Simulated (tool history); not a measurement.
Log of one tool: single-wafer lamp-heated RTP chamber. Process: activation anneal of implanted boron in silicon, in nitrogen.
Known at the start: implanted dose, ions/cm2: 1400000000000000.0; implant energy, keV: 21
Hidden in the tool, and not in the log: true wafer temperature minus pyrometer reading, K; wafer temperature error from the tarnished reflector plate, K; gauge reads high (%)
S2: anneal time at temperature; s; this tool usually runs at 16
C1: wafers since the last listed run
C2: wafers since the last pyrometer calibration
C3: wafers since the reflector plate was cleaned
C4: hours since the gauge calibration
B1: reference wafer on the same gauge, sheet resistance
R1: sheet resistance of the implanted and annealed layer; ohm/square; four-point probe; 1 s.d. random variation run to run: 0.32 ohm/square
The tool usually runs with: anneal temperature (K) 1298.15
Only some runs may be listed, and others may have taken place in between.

{"run": 1, "hour": 0.0, "anneal temperature (K)": 1319.15, "S2": 19, "C1": 0, "C2": 2792, "C3": 1516, "C4": 849.1, "B1": 108.23, "R1": 95.9}
{"run": 2, "hour": 15.5, "anneal temperature (K)": 1298.15, "S2": 12, "C1": 151, "C2": 2944, "C3": 1667, "C4": 864.6, "B1": 108.25, "R1": 98.81}
{"run": 3, "hour": 44.2, "anneal temperature (K)": 1298.15, "S2": 16, "C1": 280, "C2": 3224, "C3": 1947, "C4": 893.3, "B1": 108.27, "R1": 98.29}
{"run": 4, "hour": 76.3, "anneal temperature (K)": 1298.15, "S2": 16, "C1": 313, "C2": 3537, "C3": 2261, "C4": 925.4, "B1": 108.27, "R1": 97.94}
{"run": 5, "hour": 109.1, "anneal temperature (K)": 1298.15, "S2": 16, "C1": 320, "C2": 3857, "C3": 2581, "C4": 958.2, "B1": 108.31, "R1": 98.06}
{"run": 6, "hour": 126.3, "anneal temperature (K)": 1291.15, "S2": 16, "C1": 167, "C2": 4025, "C3": 2749, "C4": 975.4, "B1": 108.26, "R1": 98.9}
{"run": 7, "hour": 155.1, "anneal temperature (K)": 1291.15, "S2": 16, "C1": 281, "C2": 4306, "C3": 3030, "C4": 1004.2, "B1": 108.29, "R1": 99.13}
{"run": 8, "hour": 171.0, "anneal temperature (K)": 1298.15, "S2": 16, "C1": 155, "C2": 4461, "C3": 3185, "C4": 1020.1, "B1": 108.33, "R1": 97.76}
{"run": 9, "hour": 202.8, "anneal temperature (K)": 1298.15, "S2": 16, "C1": 310, "C2": 4772, "C3": 3495, "C4": 1051.9, "B1": 108.29, "R1": 98.25}
{"run": 10, "hour": 235.8, "anneal temperature (K)": 1298.15, "S2": 16, "C1": 322, "C2": 5094, "C3": 3817, "C4": 1084.9, "B1": 108.34, "R1": 97.62}
{"hour": 262.0, "done": "gauge calibrated"}
{"run": 11, "hour": 263.7, "anneal temperature (K)": 1298.15, "S2": 16, "C1": 272, "C2": 5366, "C3": 4089, "C4": 1.7, "B1": 108.25, "R1": 98}
{"run": 12, "hour": 291.5, "anneal temperature (K)": 1298.15, "S2": 16, "C1": 271, "C2": 5637, "C3": 4361, "C4": 29.5, "B1": 108.28, "R1": 97.57}
{"run": 13, "hour": 316.0, "anneal temperature (K)": 1298.15, "S2": 21, "C1": 239, "C2": 5876, "C3": 4600, "C4": 54, "B1": 108.32, "R1": 97.64}
{"run": 14, "hour": 335.8, "anneal temperature (K)": 1298.15, "S2": 21, "C1": 193, "C2": 6070, "C3": 4793, "C4": 73.8, "B1": 108.29, "R1": 97.02}
{"run": 15, "hour": 358.5, "anneal temperature (K)": 1298.15, "S2": 21, "C1": 221, "C2": 6291, "C3": 5015, "C4": 96.5, "B1": 108.32, "R1": 97.56}
{"run": 16, "hour": 376.4, "anneal temperature (K)": 1327.15, "S2": 21, "C1": 174, "C2": 6466, "C3": 5189, "C4": 114.4, "B1": 108.27, "R1": 94.56}
{"run": 17, "hour": 403.2, "anneal temperature (K)": 1327.15, "S2": 16, "C1": 261, "C2": 6727, "C3": 5451, "C4": 141.2, "B1": 108.29, "R1": 94.83}
{"run": 18, "hour": 420.6, "anneal temperature (K)": 1279.15, "S2": 16, "C1": 169, "C2": 6897, "C3": 5621, "C4": 158.6, "B1": 108.35, "R1": 101.1}
{"hour": 441.1, "done": "pyrometer window cleaned and pyrometer calibrated"}
{"run": 19, "hour": 441.6, "anneal temperature (K)": 1298.15, "S2": 14, "C1": 126, "C2": 4, "C3": 5748, "C4": 179.6, "B1": 108.24, "R1": 97.77}
{"run": 20, "hour": 465.7, "anneal temperature (K)": 1321.15, "S2": 22, "C1": 235, "C2": 239, "C3": 5983, "C4": 203.7, "B1": 108.37, "R1": 94.51}
{"hour": 476.2, "done": "reflector plate cleaned"}
{"run": 21, "hour": 493.1, "anneal temperature (K)": 1298.15, "S2": 16, "C1": 189, "C2": 429, "C3": 164, "C4": 231.1, "B1": 108.28, "R1": 96.97}
{"run": 22, "hour": 585.2, "anneal temperature (K)": 1274.15, "S2": 10, "C1": 898, "C2": 1327, "C3": 1063, "C4": 323.2, "B1": 108.31, "R1": 101.64}
{"run": 23, "hour": 618.8, "anneal temperature (K)": 1283.15, "S2": 12, "C1": 327, "C2": 1655, "C3": 1391, "C4": 356.8, "B1": 108.21, "R1": 99.23}
{"run": 24, "hour": 635.0, "anneal temperature (K)": 1277.15, "S2": 18, "C1": 158, "C2": 1813, "C3": 1549, "C4": 373, "B1": 108.34, "R1": 99.81}
{"run": 25, "hour": 647.1, "anneal temperature (K)": 1298.15, "S2": 16, "C1": 118, "C2": 1932, "C3": 1667, "C4": 385.1, "B1": 108.35, "R1": 97.06}
{"hour": 702.0, "done": "pyrometer window cleaned and pyrometer calibrated, repeated, since the last time left the tool worse"}
{"run": 26, "hour": 702.5, "anneal temperature (K)": 1314.15, "S2": 16, "C1": 462, "C2": 5, "C3": 2130, "C4": 440.5, "B1": 108.22, "R1": 96.84}
{"run": 27, "hour": 713.6, "anneal temperature (K)": 1306.15, "S2": 19, "C1": 108, "C2": 113, "C3": 2238, "C4": 451.6, "B1": 108.28, "R1": 97.22}
{"run": 28, "hour": 743.6, "anneal temperature (K)": 1298.15, "S2": 16, "C1": 292, "C2": 406, "C3": 2531, "C4": 481.6, "B1": 108.24, "R1": 97.8}
{"run": 29, "hour": 763.2, "anneal temperature (K)": 1311.15, "S2": 8, "C1": 191, "C2": 597, "C3": 2722, "C4": 501.2, "B1": 108.27, "R1": 97.49}
{"run": 30, "hour": 776.7, "anneal temperature (K)": 1298.15, "S2": 16, "C1": 131, "C2": 729, "C3": 2854, "C4": 514.7, "B1": 108.35, "R1": 98.53}
{"run": 31, "hour": 804.6, "anneal temperature (K)": 1298.15, "S2": 16, "C1": 272, "C2": 1001, "C3": 3126, "C4": 542.6, "B1": 108.25, "R1": 98.23}
{"run": 32, "hour": 834.0, "anneal temperature (K)": 1268.15, "S2": 20, "C1": 286, "C2": 1288, "C3": 3413, "C4": 572, "B1": 108.25, "R1": 103.87}
{"run": 33, "hour": 866.8, "anneal temperature (K)": 1280.15, "S2": 24, "C1": 320, "C2": 1608, "C3": 3733, "C4": 604.8, "B1": 108.27, "R1": 100.19}
{"run": 34, "hour": 900.0, "anneal temperature (K)": 1268.15, "S2": 20, "C1": 324, "C2": 1932, "C3": 4057, "C4": 638, "B1": 108.28, "R1": 103.85}
{"run": 35, "hour": 931.6, "anneal temperature (K)": 1278.15, "S2": 12, "C1": 308, "C2": 2241, "C3": 4366, "C4": 669.6, "B1": 108.28, "R1": 102.19}
{"run": 36, "hour": 953.6, "anneal temperature (K)": 1323.15, "S2": 25, "C1": 214, "C2": 2455, "C3": 4580, "C4": 691.6, "B1": 108.28, "R1": 94.72}

Predict each of these 5 candidate next runs independently; none follows another, all start after run 36:
{"run": "A", "hour": 954.0, "anneal temperature (K)": 1298.15, "S2": 16, "C1": 3, "C2": 2459, "C3": 4584, "C4": 692, "B1": "?", "R1": "?"}
{"run": "B", "hour": 954.0, "anneal temperature (K)": 1285.15, "S2": 11, "C1": 3, "C2": 2459, "C3": 4584, "C4": 692, "B1": "?", "R1": "?"}
{"run": "C", "hour": 954.0, "anneal temperature (K)": 1281.15, "S2": 13, "C1": 3, "C2": 2459, "C3": 4584, "C4": 692, "B1": "?", "R1": "?"}
{"run": "D", "hour": 954.0, "anneal temperature (K)": 1317.15, "S2": 23, "C1": 3, "C2": 2459, "C3": 4584, "C4": 692, "B1": "?", "R1": "?"}
{"run": "E", "hour": 954.0, "anneal temperature (K)": 1298.15, "S2": 25, "C1": 3, "C2": 2459, "C3": 4584, "C4": 692, "B1": "?", "R1": "?"}

run=A B1=108.26 R1=98.03
run=B B1=108.26 R1=101.08
run=C B1=108.26 R1=101.57
run=D B1=108.26 R1=95.56
run=E B1=108.26 R1=97.28
Stripped of hidden state, with their random variation kept, the same runs would have yielded:
run=A R1=98.71
run=B R1=102.18
run=C R1=102.78
run=D R1=95.96
run=E R1=97.87
